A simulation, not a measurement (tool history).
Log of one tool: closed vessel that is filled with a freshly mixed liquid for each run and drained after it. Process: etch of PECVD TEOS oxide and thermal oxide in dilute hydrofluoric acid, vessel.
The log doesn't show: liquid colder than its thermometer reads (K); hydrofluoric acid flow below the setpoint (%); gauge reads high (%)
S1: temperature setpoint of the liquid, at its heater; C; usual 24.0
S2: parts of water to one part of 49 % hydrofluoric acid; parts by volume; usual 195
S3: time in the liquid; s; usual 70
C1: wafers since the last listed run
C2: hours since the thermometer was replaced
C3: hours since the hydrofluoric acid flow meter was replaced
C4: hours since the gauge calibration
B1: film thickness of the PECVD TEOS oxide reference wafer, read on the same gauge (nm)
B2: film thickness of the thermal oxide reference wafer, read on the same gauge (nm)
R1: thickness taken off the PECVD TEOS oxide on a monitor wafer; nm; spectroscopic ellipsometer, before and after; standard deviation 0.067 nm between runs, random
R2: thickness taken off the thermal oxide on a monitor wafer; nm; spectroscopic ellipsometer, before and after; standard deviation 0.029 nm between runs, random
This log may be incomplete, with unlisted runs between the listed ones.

{"run": 1, "day": 0.0, "S1": 24.0, "S2": 195, "S3": 70, "C1": 0, "C2": 570.9, "C3": 1133.1, "C4": 254.0, "B1": 70.01, "B2": 139.983, "R1": 6.83, "R2": 1.257}
{"run": 2, "day": 0.438, "S1": 24.0, "S2": 195, "S3": 70, "C1": 950, "C2": 581.4, "C3": 1143.6, "C4": 264.5, "B1": 69.99, "B2": 139.999, "R1": 6.84, "R2": 1.253}
{"run": 3, "day": 0.754, "S1": 24.0, "S2": 195, "S3": 70, "C1": 687, "C2": 589.0, "C3": 1151.2, "C4": 272.1, "B1": 70.01, "B2": 139.99, "R1": 6.88, "R2": 1.267}
{"run": 4, "day": 1.038, "S1": 24.0, "S2": 195, "S3": 70, "C1": 615, "C2": 595.8, "C3": 1158.0, "C4": 278.9, "B1": 70.02, "B2": 140.006, "R1": 6.68, "R2": 1.203}
{"run": 5, "day": 1.667, "S1": 24.0, "S2": 195, "S3": 60, "C1": 1366, "C2": 610.9, "C3": 1173.1, "C4": 294.0, "B1": 69.99, "B2": 140.001, "R1": 5.74, "R2": 1.066}
{"run": 6, "day": 2.933, "S1": 20.5, "S2": 195, "S3": 70, "C1": 2750, "C2": 641.3, "C3": 1203.5, "C4": 324.4, "B1": 69.99, "B2": 139.995, "R1": 5.84, "R2": 1.078}
{"day": 3.625, "done": "hydrofluoric acid flow meter replaced"}
{"run": 7, "day": 3.646, "S1": 20.5, "S2": 195, "S3": 70, "C1": 1456, "C2": 658.4, "C3": 0.5, "C4": 341.5, "B1": 69.96, "B2": 139.975, "R1": 5.8, "R2": 1.12}
{"run": 8, "day": 4.088, "S1": 20.5, "S2": 195, "S3": 70, "C1": 959, "C2": 669.0, "C3": 11.1, "C4": 352.1, "B1": 70.02, "B2": 140.006, "R1": 5.92, "R2": 1.069}
{"run": 9, "day": 4.642, "S1": 24.0, "S2": 195, "S3": 70, "C1": 1203, "C2": 682.3, "C3": 24.4, "C4": 365.4, "B1": 70.0, "B2": 139.985, "R1": 6.74, "R2": 1.211}
{"day": 4.729, "done": "thermometer replaced"}
{"run": 10, "day": 5.054, "S1": 24.0, "S2": 195, "S3": 70, "C1": 805, "C2": 7.8, "C3": 34.3, "C4": 375.3, "B1": 70.01, "B2": 139.988, "R1": 7.27, "R2": 1.358}
{"run": 11, "day": 5.733, "S1": 24.0, "S2": 195, "S3": 70, "C1": 1474, "C2": 24.1, "C3": 50.6, "C4": 391.6, "B1": 70.01, "B2": 139.977, "R1": 7.28, "R2": 1.368}
{"run": 12, "day": 6.592, "S1": 24.0, "S2": 195, "S3": 60, "C1": 1864, "C2": 44.7, "C3": 71.2, "C4": 412.2, "B1": 69.99, "B2": 139.986, "R1": 6.27, "R2": 1.167}
{"run": 13, "day": 7.112, "S1": 24.0, "S2": 195, "S3": 70, "C1": 1131, "C2": 57.2, "C3": 83.7, "C4": 424.7, "B1": 70.02, "B2": 140.005, "R1": 7.31, "R2": 1.342}
{"day": 7.529, "done": "gauge calibrated"}
{"run": 14, "day": 7.733, "S1": 26.5, "S2": 265, "S3": 70, "C1": 1348, "C2": 72.1, "C3": 98.6, "C4": 4.9, "B1": 70.01, "B2": 140.016, "R1": 5.32, "R2": 1.017}
{"run": 15, "day": 8.458, "S1": 24.0, "S2": 100, "S3": 70, "C1": 1574, "C2": 89.5, "C3": 116.0, "C4": 22.3, "B1": 70.04, "B2": 139.985, "R1": 15.66, "R2": 2.905}
{"run": 16, "day": 9.129, "S1": 24.0, "S2": 195, "S3": 100, "C1": 1456, "C2": 105.6, "C3": 132.1, "C4": 38.4, "B1": 70.0, "B2": 139.994, "R1": 10.25, "R2": 1.885}
{"run": 17, "day": 9.754, "S1": 20.5, "S2": 115, "S3": 95, "C1": 1357, "C2": 120.6, "C3": 147.1, "C4": 53.4, "B1": 70.02, "B2": 139.985, "R1": 15.86, "R2": 2.908}
{"run": 18, "day": 10.304, "S1": 24.0, "S2": 195, "S3": 70, "C1": 1194, "C2": 133.8, "C3": 160.3, "C4": 66.6, "B1": 69.99, "B2": 140.028, "R1": 7.12, "R2": 1.313}
{"run": 19, "day": 10.808, "S1": 28.5, "S2": 195, "S3": 70, "C1": 1094, "C2": 145.9, "C3": 172.4, "C4": 78.7, "B1": 69.96, "B2": 139.988, "R1": 8.46, "R2": 1.553}
{"run": 20, "day": 11.471, "S1": 28.5, "S2": 195, "S3": 70, "C1": 1438, "C2": 161.8, "C3": 188.3, "C4": 94.6, "B1": 70.0, "B2": 139.988, "R1": 8.45, "R2": 1.564}
{"run": 21, "day": 11.808, "S1": 29.0, "S2": 280, "S3": 50, "C1": 732, "C2": 169.9, "C3": 196.4, "C4": 102.7, "B1": 70.0, "B2": 139.989, "R1": 3.81, "R2": 0.718}
{"run": 22, "day": 12.175, "S1": 26.0, "S2": 260, "S3": 105, "C1": 796, "C2": 178.7, "C3": 205.2, "C4": 111.5, "B1": 69.98, "B2": 139.976, "R1": 8.26, "R2": 1.459}
{"run": 23, "day": 12.871, "S1": 19.5, "S2": 195, "S3": 70, "C1": 1511, "C2": 195.4, "C3": 221.9, "C4": 128.2, "B1": 70.01, "B2": 140.025, "R1": 6.03, "R2": 1.091}
{"run": 24, "day": 13.175, "S1": 28.5, "S2": 120, "S3": 85, "C1": 660, "C2": 202.7, "C3": 229.2, "C4": 135.5, "B1": 70.02, "B2": 139.993, "R1": 18.25, "R2": 3.355}
{"run": 25, "day": 13.458, "S1": 24.0, "S2": 195, "S3": 70, "C1": 615, "C2": 209.5, "C3": 236.0, "C4": 142.3, "B1": 70.02, "B2": 139.984, "R1": 7.16, "R2": 1.328}
{"run": 26, "day": 14.038, "S1": 24.0, "S2": 195, "S3": 45, "C1": 1257, "C2": 223.4, "C3": 249.9, "C4": 156.2, "B1": 70.05, "B2": 140.019, "R1": 4.55, "R2": 0.858}

Predict each of these 4 candidate next runs independently; none follows another, all start after run 26:
{"run": "A", "day": 14.067, "S1": 24.0, "S2": 195, "S3": 95, "C1": 63, "C2": 224.1, "C3": 250.6, "C4": 156.9, "B1": "?", "B2": "?", "R1": "?", "R2": "?"}
{"run": "B", "day": 14.067, "S1": 20.5, "S2": 265, "S3": 70, "C1": 63, "C2": 224.1, "C3": 250.6, "C4": 156.9, "B1": "?", "B2": "?", "R1": "?", "R2": "?"}
{"run": "C", "day": 14.067, "S1": 19.5, "S2": 245, "S3": 55, "C1": 63, "C2": 224.1, "C3": 250.6, "C4": 156.9, "B1": "?", "B2": "?", "R1": "?", "R2": "?"}
{"run": "D", "day": 14.067, "S1": 25.5, "S2": 195, "S3": 95, "C1": 63, "C2": 224.1, "C3": 250.6, "C4": 156.9, "B1": "?", "B2": "?", "R1": "?", "R2": "?"}

run=A B1=70.00 B2=140.008 R1=9.51 R2=1.715
run=B B1=70.00 B2=140.008 R1=4.22 R2=0.762
run=C B1=70.00 B2=140.008 R1=3.52 R2=0.635
run=D B1=70.00 B2=140.008 R1=10.05 R2=1.813
With the hidden condition removed and each run's random variation left untouched, the same runs would have given:
run=A R1=9.82 R2=1.771
run=B R1=4.36 R2=0.787
run=C R1=3.64 R2=0.656
run=D R1=10.38 R2=1.872

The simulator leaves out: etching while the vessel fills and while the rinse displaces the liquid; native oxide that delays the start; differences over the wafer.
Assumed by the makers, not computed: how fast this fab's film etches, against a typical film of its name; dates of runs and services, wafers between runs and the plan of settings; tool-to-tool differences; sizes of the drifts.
